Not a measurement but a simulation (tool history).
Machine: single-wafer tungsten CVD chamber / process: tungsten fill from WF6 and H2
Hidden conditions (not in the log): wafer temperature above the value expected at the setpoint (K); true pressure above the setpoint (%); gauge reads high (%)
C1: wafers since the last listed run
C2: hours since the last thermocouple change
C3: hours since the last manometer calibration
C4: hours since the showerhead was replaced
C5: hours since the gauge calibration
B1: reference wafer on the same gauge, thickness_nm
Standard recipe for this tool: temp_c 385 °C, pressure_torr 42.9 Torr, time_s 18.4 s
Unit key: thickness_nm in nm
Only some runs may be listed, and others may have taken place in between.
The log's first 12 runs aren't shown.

At hour 292.1: thermocouple changed; heater temperature recalibrated.
Run 13, hour 292.6: usual settings but temp_c 376 °C, time_s 16.8 s; C1 273; C2 0.5; C3 1160.8; C4 6888.4; C5 722.2; B1 36.917. Result: thickness_nm 34.56 nm.
At hour 317: capacitance manometer re-zeroed and calibrated.
Run 14, hour 317.5: usual settings; C1 457; C2 25.4; C3 0.5; C4 6913.3; C5 747.1; B1 36.967. Result: thickness_nm 45.696 nm.
Run 15, hour 403.1: usual settings; C1 2315; C2 111; C3 86.1; C4 6998.9; C5 832.7; B1 36.904. Result: thickness_nm 45.681 nm.
Run 16, hour 434.8: usual settings but temp_c 395 °C, time_s 16.7 s; C1 857; C2 142.7; C3 117.8; C4 7030.6; C5 864.4; B1 36.946. Result: thickness_nm 49.671 nm.
Run 17, hour 461.7: usual settings but pressure_torr 49.7 Torr; C1 727; C2 169.6; C3 144.7; C4 7057.5; C5 891.3; B1 36.923. Result: thickness_nm 47.873 nm.
Run 18, hour 476.2: usual settings but temp_c 396 °C, pressure_torr 34.9 Torr; C1 392; C2 184.1; C3 159.2; C4 7072; C5 905.8; B1 36.873. Result: thickness_nm 52.093 nm.
Run 19, hour 492.5: usual settings but temp_c 396 °C, time_s 20.4 s; C1 440; C2 200.4; C3 175.5; C4 7088.3; C5 922.1; B1 36.865. Result: thickness_nm 61.618 nm.
Run 20, hour 510.8: usual settings but temp_c 376 °C, pressure_torr 48.3 Torr; C1 494; C2 218.7; C3 193.8; C4 7106.6; C5 940.4; B1 36.897. Result: thickness_nm 41.027 nm.
Run 21, hour 529: usual settings; C1 492; C2 236.9; C3 212; C4 7124.8; C5 958.6; B1 36.903. Result: thickness_nm 45.888 nm.
At hour 548: gauge calibrated.
Run 22, hour 556.4: usual settings but temp_c 397 °C, time_s 21 s; C1 741; C2 264.3; C3 239.4; C4 7152.2; C5 8.4; B1 36.896. Result: thickness_nm 64.326 nm.
Run 23, hour 576.1: usual settings but pressure_torr 35.2 Torr, time_s 15.6 s; C1 532; C2 284; C3 259.1; C4 7171.9; C5 28.1; B1 36.922. Result: thickness_nm 36.81 nm.
At hour 613.7: showerhead replaced.
Run 24, hour 614.2: usual settings; C1 814; C2 322.1; C3 297.2; C4 0.5; C5 66.2; B1 36.914. Result: thickness_nm 46.346 nm.
Run 25, hour 630.2: usual settings but temp_c 373 °C, pressure_torr 32.7 Torr, time_s 19.8 s; C1 432; C2 338.1; C3 313.2; C4 16.5; C5 82.2; B1 36.834. Result: thickness_nm 37.126 nm.
Run 26, hour 665.3: usual settings; C1 949; C2 373.2; C3 348.3; C4 51.6; C5 117.3; B1 36.909. Result: thickness_nm 46.149 nm.
Run 27, hour 687.1: usual settings; C1 589; C2 395; C3 370.1; C4 73.4; C5 139.1; B1 36.944. Result: thickness_nm 45.977 nm.
Run 28, hour 714.5: usual settings but temp_c 372 °C; C1 741; C2 422.4; C3 397.5; C4 100.8; C5 166.5; B1 36.884. Result: thickness_nm 36.761 nm.
Run 29, hour 747.8: usual settings but temp_c 381 °C, pressure_torr 39.8 Torr; C1 900; C2 455.7; C3 430.8; C4 134.1; C5 199.8; B1 36.879. Result: thickness_nm 42.097 nm.
Run 30, hour 786.1: usual settings but pressure_torr 53.1 Torr; C1 1035; C2 494; C3 469.1; C4 172.4; C5 238.1; B1 36.942. Result: thickness_nm 49.722 nm.

What if the next run were any one of these 3? Each begins from the tool's condition after run 30:
Run A, hour 786.5: usual settings; C1 10; C2 494.4; C3 469.5; C4 172.8; C5 238.5; B1 ?. Result: thickness_nm ?.
Run B, hour 786.5: usual settings but temp_c 372 °C, pressure_torr 34.3 Torr, time_s 16.4 s; C1 10; C2 494.4; C3 469.5; C4 172.8; C5 238.5; B1 ?. Result: thickness_nm ?.
Run C, hour 786.5: usual settings but temp_c 391 °C, pressure_torr 38.7 Torr, time_s 20 s; C1 10; C2 494.4; C3 469.5; C4 172.8; C5 238.5; B1 ?. Result: thickness_nm ?.

run     B1  thickness_nm
  A  36.91        46.077
  B  36.91        30.522
  C  36.91        53.863
With no hidden state in the tool, these same runs would have given:
run  thickness_nm
  A        45.169
  B        29.885
  C        52.855

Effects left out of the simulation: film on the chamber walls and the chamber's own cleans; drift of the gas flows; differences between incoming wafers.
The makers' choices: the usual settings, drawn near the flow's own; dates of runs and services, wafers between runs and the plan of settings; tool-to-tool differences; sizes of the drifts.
